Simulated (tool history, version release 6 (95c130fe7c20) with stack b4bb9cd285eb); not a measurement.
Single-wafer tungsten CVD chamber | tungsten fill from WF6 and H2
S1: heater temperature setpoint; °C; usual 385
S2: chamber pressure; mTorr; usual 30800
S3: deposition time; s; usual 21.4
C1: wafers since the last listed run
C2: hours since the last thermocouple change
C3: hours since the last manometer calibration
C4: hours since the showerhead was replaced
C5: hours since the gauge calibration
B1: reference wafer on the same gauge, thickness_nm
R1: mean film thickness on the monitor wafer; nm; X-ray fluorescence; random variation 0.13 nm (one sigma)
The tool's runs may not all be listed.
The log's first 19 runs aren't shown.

{"run": 20, "day": 22.667, "S1": 385, "S2": 30800, "S3": 21.4, "C1": 669, "C2": 1928.3, "C3": 2932.7, "C4": 422.5, "C5": 42.8, "B1": 47.689, "R1": 44.517}
{"run": 21, "day": 23.375, "S1": 385, "S2": 28500, "S3": 24.0, "C1": 367, "C2": 1945.3, "C3": 2949.7, "C4": 439.5, "C5": 59.8, "B1": 47.692, "R1": 47.817}
{"day": 23.738, "done": "thermocouple changed; heater temperature recalibrated"}
{"run": 22, "day": 23.9, "S1": 385, "S2": 30800, "S3": 21.4, "C1": 99, "C2": 3.9, "C3": 2962.3, "C4": 452.1, "C5": 72.4, "B1": 47.695, "R1": 44.72}
{"run": 23, "day": 24.571, "S1": 394, "S2": 24900, "S3": 17.6, "C1": 347, "C2": 20.0, "C3": 2978.4, "C4": 468.2, "C5": 88.5, "B1": 47.678, "R1": 39.9}
{"run": 24, "day": 25.3, "S1": 378, "S2": 35800, "S3": 23.4, "C1": 378, "C2": 37.5, "C3": 2995.9, "C4": 485.7, "C5": 106.0, "B1": 47.691, "R1": 44.896}
{"run": 25, "day": 25.875, "S1": 385, "S2": 30800, "S3": 21.4, "C1": 298, "C2": 51.3, "C3": 3009.7, "C4": 499.5, "C5": 119.8, "B1": 47.676, "R1": 44.533}
{"run": 26, "day": 26.475, "S1": 385, "S2": 27600, "S3": 20.0, "C1": 311, "C2": 65.7, "C3": 3024.1, "C4": 513.9, "C5": 134.2, "B1": 47.708, "R1": 39.434}
{"run": 27, "day": 27.567, "S1": 394, "S2": 30800, "S3": 21.4, "C1": 566, "C2": 91.9, "C3": 3050.3, "C4": 540.1, "C5": 160.4, "B1": 47.694, "R1": 54.48}
{"run": 28, "day": 28.121, "S1": 385, "S2": 30800, "S3": 21.4, "C1": 287, "C2": 105.2, "C3": 3063.6, "C4": 553.4, "C5": 173.7, "B1": 47.697, "R1": 44.536}
{"day": 29.058, "done": "capacitance manometer re-zeroed and calibrated"}
{"run": 29, "day": 29.462, "S1": 385, "S2": 30800, "S3": 21.4, "C1": 522, "C2": 137.4, "C3": 9.7, "C4": 585.6, "C5": 205.9, "B1": 47.722, "R1": 44.621}
{"run": 30, "day": 32.754, "S1": 380, "S2": 25700, "S3": 21.4, "C1": 1707, "C2": 216.4, "C3": 88.7, "C4": 664.6, "C5": 284.9, "B1": 47.737, "R1": 36.104}
{"run": 31, "day": 33.838, "S1": 389, "S2": 30800, "S3": 18.4, "C1": 561, "C2": 242.4, "C3": 114.7, "C4": 690.6, "C5": 310.9, "B1": 47.746, "R1": 42.046}
{"run": 32, "day": 38.058, "S1": 372, "S2": 30800, "S3": 21.4, "C1": 2189, "C2": 343.7, "C3": 216.0, "C4": 791.9, "C5": 412.2, "B1": 47.806, "R1": 32.95}
{"run": 33, "day": 39.467, "S1": 379, "S2": 33800, "S3": 22.6, "C1": 730, "C2": 377.5, "C3": 249.8, "C4": 825.7, "C5": 446.0, "B1": 47.829, "R1": 43.356}
{"run": 34, "day": 40.946, "S1": 385, "S2": 24900, "S3": 21.4, "C1": 767, "C2": 413.0, "C3": 285.3, "C4": 861.2, "C5": 481.5, "B1": 47.826, "R1": 39.979}

4 ways to go on from here, each from the tool as it stands after run 34. What would each give?
{"run": "A", "day": 40.962, "S1": 385, "S2": 30800, "S3": 21.4, "C1": 8, "C2": 413.4, "C3": 285.7, "C4": 861.6, "C5": 481.9, "B1": "?", "R1": "?"}
{"run": "B", "day": 40.962, "S1": 385, "S2": 37300, "S3": 18.3, "C1": 8, "C2": 413.4, "C3": 285.7, "C4": 861.6, "C5": 481.9, "B1": "?", "R1": "?"}
{"run": "C", "day": 40.962, "S1": 385, "S2": 30800, "S3": 17.8, "C1": 8, "C2": 413.4, "C3": 285.7, "C4": 861.6, "C5": 481.9, "B1": "?", "R1": "?"}
{"run": "D", "day": 40.962, "S1": 390, "S2": 30800, "S3": 24.2, "C1": 8, "C2": 413.4, "C3": 285.7, "C4": 861.6, "C5": 481.9, "B1": "?", "R1": "?"}

run=A B1=47.840 R1=45.003
run=B B1=47.840 R1=42.419
run=C B1=47.840 R1=37.402
run=D B1=47.840 R1=56.941
Without the tool's hidden state the same runs would have given:
run=A R1=44.959
run=B R1=42.377
run=C R1=37.365
run=D R1=56.885
